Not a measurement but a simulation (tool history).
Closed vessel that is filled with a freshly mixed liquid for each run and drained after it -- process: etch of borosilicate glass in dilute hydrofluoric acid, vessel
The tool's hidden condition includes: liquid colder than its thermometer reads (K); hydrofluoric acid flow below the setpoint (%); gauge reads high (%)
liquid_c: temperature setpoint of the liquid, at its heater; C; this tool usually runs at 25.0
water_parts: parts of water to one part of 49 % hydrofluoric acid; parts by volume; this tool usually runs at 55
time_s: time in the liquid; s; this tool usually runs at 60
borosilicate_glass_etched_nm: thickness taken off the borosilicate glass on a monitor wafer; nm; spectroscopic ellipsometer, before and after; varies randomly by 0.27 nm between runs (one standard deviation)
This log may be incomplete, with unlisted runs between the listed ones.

run,hour,liquid_c,water_parts,time_s,wafers since the last listed run,hours since the thermometer was replaced,hours since the hydrofluoric acid flow meter was replaced,hours since the gauge calibration,"read-back film thickness of the borosilicate glass reference wafer, read on the same gauge (nm)",borosilicate_glass_etched_nm
1,0.0,25.0,65,60,0,413.0,1061.4,248.1,60.02,35.77
2,17.2,28.5,55,60,1473,430.2,1078.6,265.3,60.02,49.39
3,27.5,25.0,55,60,882,440.5,1088.9,275.6,60.01,43.02
4,35.5,25.0,55,60,685,448.5,1096.9,283.6,59.99,43.36
5,49.2,25.0,55,60,1173,462.2,1110.6,297.3,60.03,43.52
6,70.2,25.0,55,60,1798,483.2,1131.6,318.3,59.97,42.66
7,87.4,25.0,55,60,1473,500.4,1148.8,335.5,60.00,43.03
8,103.0,25.0,55,60,1336,516.0,1164.4,351.1,59.99,42.56
9,112.3,27.0,55,60,796,525.3,1173.7,360.4,59.97,46.45
10,121.8,25.0,55,60,813,534.8,1183.2,369.9,60.04,42.45
11,128.9,25.0,55,60,608,541.9,1190.3,377.0,59.99,43.03
12,138.6,25.0,45,35,830,551.6,1200.0,386.7,59.99,31.04
13,153.5,29.5,35,75,1276,566.5,1214.9,401.6,60.02,104.04
# hour 155.0: hydrofluoric acid flow meter replaced
14,164.2,26.5,35,60,830,577.2,9.2,412.3,60.02,68.35
15,175.5,22.0,80,70,967,588.5,20.5,423.6,60.00,27.23
16,224.9,28.0,55,60,4231,637.9,69.9,473.0,59.97,44.20
17,242.1,29.0,85,95,1473,655.1,87.1,490.2,60.01,44.93
18,255.2,25.0,55,60,1122,668.2,100.2,503.3,59.99,38.91
19,261.6,21.0,55,60,548,674.6,106.6,509.7,59.98,33.59
# hour 267.3: thermometer replaced
20,279.2,25.0,65,60,1421,11.9,124.2,527.3,59.99,32.86
# hour 291.8: hydrofluoric acid flow meter replaced, repeated, since the last time left the tool worse
21,296.5,20.0,55,60,1396,29.2,4.7,544.6,60.04,38.06
22,311.6,23.5,35,60,1293,44.3,19.8,559.7,59.98,70.91
23,324.9,27.0,70,60,1139,57.6,33.1,573.0,60.00,39.27
24,337.6,26.5,35,60,1087,70.3,45.8,585.7,59.99,79.49

For run 25, what comes out?
25,347.7,23.5,55,70,865,80.4,55.9,595.8,?,?

read-back film thickness of the borosilicate glass reference wafer, read on the same gauge (nm): 59.99
borosilicate_glass_etched_nm: 51.31 nm
On a tool with no hidden condition, and with the same random variation, this run would have come out at borosilicate_glass_etched_nm 51.84 nm.
